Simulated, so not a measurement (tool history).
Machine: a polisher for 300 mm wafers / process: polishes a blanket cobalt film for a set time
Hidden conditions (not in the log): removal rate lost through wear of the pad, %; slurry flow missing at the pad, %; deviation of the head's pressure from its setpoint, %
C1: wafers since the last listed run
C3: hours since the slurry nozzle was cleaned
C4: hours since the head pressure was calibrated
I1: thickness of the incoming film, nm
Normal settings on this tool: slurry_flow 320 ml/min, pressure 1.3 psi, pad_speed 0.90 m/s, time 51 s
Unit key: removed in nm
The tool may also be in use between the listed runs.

Run 1, hour 0.0: usual settings; C1 0; wafers polished on this pad 674; C3 449.9; C4 820.3; I1 1021.5. Result: removed 150.8 nm.
Run 2, hour 15.2: usual settings; C1 156; wafers polished on this pad 830; C3 465.1; C4 835.5; I1 1021.5. Result: removed 146.8 nm.
Run 3, hour 25.1: usual settings; C1 101; wafers polished on this pad 932; C3 475.0; C4 845.4; I1 1032.5. Result: removed 146.8 nm.
At hour 36.2: worn pad replaced by a new one.
Run 4, hour 36.7: usual settings but time 60 s; C1 78; wafers polished on this pad 5; C3 486.6; C4 857.0; I1 1022.2. Result: removed 186.5 nm.
Run 5, hour 49.2: usual settings but time 60 s; C1 128; wafers polished on this pad 133; C3 499.1; C4 869.5; I1 1027.7. Result: removed 189.5 nm.
Run 6, hour 63.8: usual settings; C1 150; wafers polished on this pad 284; C3 513.7; C4 884.1; I1 1017.3. Result: removed 158.2 nm.
Run 7, hour 80.9: usual settings; C1 175; wafers polished on this pad 459; C3 530.8; C4 901.2; I1 1029.8. Result: removed 154.7 nm.
Run 8, hour 96.7: usual settings but pressure 1.7 psi; C1 162; wafers polished on this pad 622; C3 546.6; C4 917.0; I1 1008.6. Result: removed 202.4 nm.
Run 9, hour 111.8: usual settings but pressure 1.7 psi; C1 155; wafers polished on this pad 777; C3 561.7; C4 932.1; I1 1017.4. Result: removed 195.9 nm.
At hour 119.7: worn pad replaced by a new one.
Run 10, hour 129.4: usual settings but pressure 1.7 psi; C1 139; wafers polished on this pad 99; C3 579.3; C4 949.7; I1 1029.7. Result: removed 210.0 nm.
Run 11, hour 143.8: usual settings but time 61 s; C1 148; wafers polished on this pad 247; C3 593.7; C4 964.1; I1 1034.9. Result: removed 188.5 nm.
Run 12, hour 151.7: usual settings but pad_speed 0.74 m/s; C1 81; wafers polished on this pad 328; C3 601.6; C4 972.0; I1 1033.2. Result: removed 138.8 nm.
At hour 162.1: head pressure recalibrated.
Run 13, hour 162.6: usual settings but pad_speed 1.00 m/s; C1 91; wafers polished on this pad 420; C3 612.5; C4 0.5; I1 1039.6. Result: removed 164.5 nm.
Run 14, hour 174.3: usual settings but slurry_flow 220 ml/min; C1 120; wafers polished on this pad 540; C3 624.2; C4 12.2; I1 1027.8. Result: removed 142.7 nm.
Run 15, hour 184.3: usual settings but pad_speed 1.12 m/s; C1 102; wafers polished on this pad 643; C3 634.2; C4 22.2; I1 1010.9. Result: removed 172.1 nm.
Run 16, hour 199.5: usual settings but pressure 1.6 psi; C1 156; wafers polished on this pad 799; C3 649.4; C4 37.4; I1 1032.2. Result: removed 184.0 nm.
At hour 206.8: slurry nozzle cleaned.
Run 17, hour 212.5: usual settings but pressure 1.5 psi, time 34 s; C1 123; wafers polished on this pad 922; C3 5.7; C4 50.4; I1 1016.9. Result: removed 108.6 nm.
Run 18, hour 222.9: usual settings but slurry_flow 240 ml/min, pressure 1.1 psi, time 59 s; C1 106; wafers polished on this pad 1029; C3 16.1; C4 60.8; I1 1028.8. Result: removed 133.9 nm.
At hour 227.2: worn pad replaced by a new one.
Run 19, hour 229.2: usual settings but slurry_flow 245 ml/min; C1 23; wafers polished on this pad 20; C3 22.4; C4 67.1; I1 1023.1. Result: removed 160.8 nm.
Run 20, hour 244.5: usual settings but pressure 1.5 psi, time 34 s; C1 157; wafers polished on this pad 177; C3 37.7; C4 82.4; I1 1017.4. Result: removed 123.2 nm.
Run 21, hour 255.6: usual settings but slurry_flow 390 ml/min, pressure 1.1 psi; C1 114; wafers polished on this pad 291; C3 48.8; C4 93.5; I1 1021.9. Result: removed 135.2 nm.
Run 22, hour 267.3: usual settings but pressure 1.1 psi, time 68 s; C1 120; wafers polished on this pad 412; C3 60.5; C4 105.2; I1 1035.0. Result: removed 173.2 nm.
Run 23, hour 281.1: usual settings but slurry_flow 385 ml/min, pressure 1.5 psi, pad_speed 0.78 m/s, time 46 s; C1 141; wafers polished on this pad 554; C3 74.3; C4 119.0; I1 1014.1. Result: removed 147.2 nm.
Run 24, hour 296.6: usual settings; C1 159; wafers polished on this pad 713; C3 89.8; C4 134.5; I1 1044.8. Result: removed 152.7 nm.
Run 25, hour 303.3: usual settings; C1 68; wafers polished on this pad 782; C3 96.5; C4 141.2; I1 1011.0. Result: removed 147.3 nm.

5 ways to go on from here, each from the tool as it stands after run 25. What would each give?
Run A, hour 303.7: usual settings but pad_speed 1.16 m/s; C1 4; wafers polished on this pad 786; C3 96.9; C4 141.6; I1 1042.1. Result: removed ?.
Run B, hour 303.7: usual settings but slurry_flow 390 ml/min; C1 4; wafers polished on this pad 786; C3 96.9; C4 141.6; I1 1042.1. Result: removed ?.
Run C, hour 303.7: usual settings but slurry_flow 290 ml/min, pad_speed 0.78 m/s, time 56 s; C1 4; wafers polished on this pad 786; C3 96.9; C4 141.6; I1 1042.1. Result: removed ?.
Run D, hour 303.7: usual settings but slurry_flow 235 ml/min, pressure 1.4 psi, pad_speed 0.80 m/s, time 69 s; C1 4; wafers polished on this pad 786; C3 96.9; C4 141.6; I1 1042.1. Result: removed ?.
Run E, hour 303.7: usual settings but slurry_flow 400 ml/min, pressure 0.9 psi, pad_speed 1.16 m/s, time 42 s; C1 4; wafers polished on this pad 786; C3 96.9; C4 141.6; I1 1042.1. Result: removed ?.

run  removed
  A    173.6
  B    148.9
  C    145.7
  D    191.5
  E    100.8
With the hidden condition removed and each run's random variation left untouched, the same runs would have given:
run  removed
  A    189.2
  B    162.3
  C    158.8
  D    208.7
  E    109.8
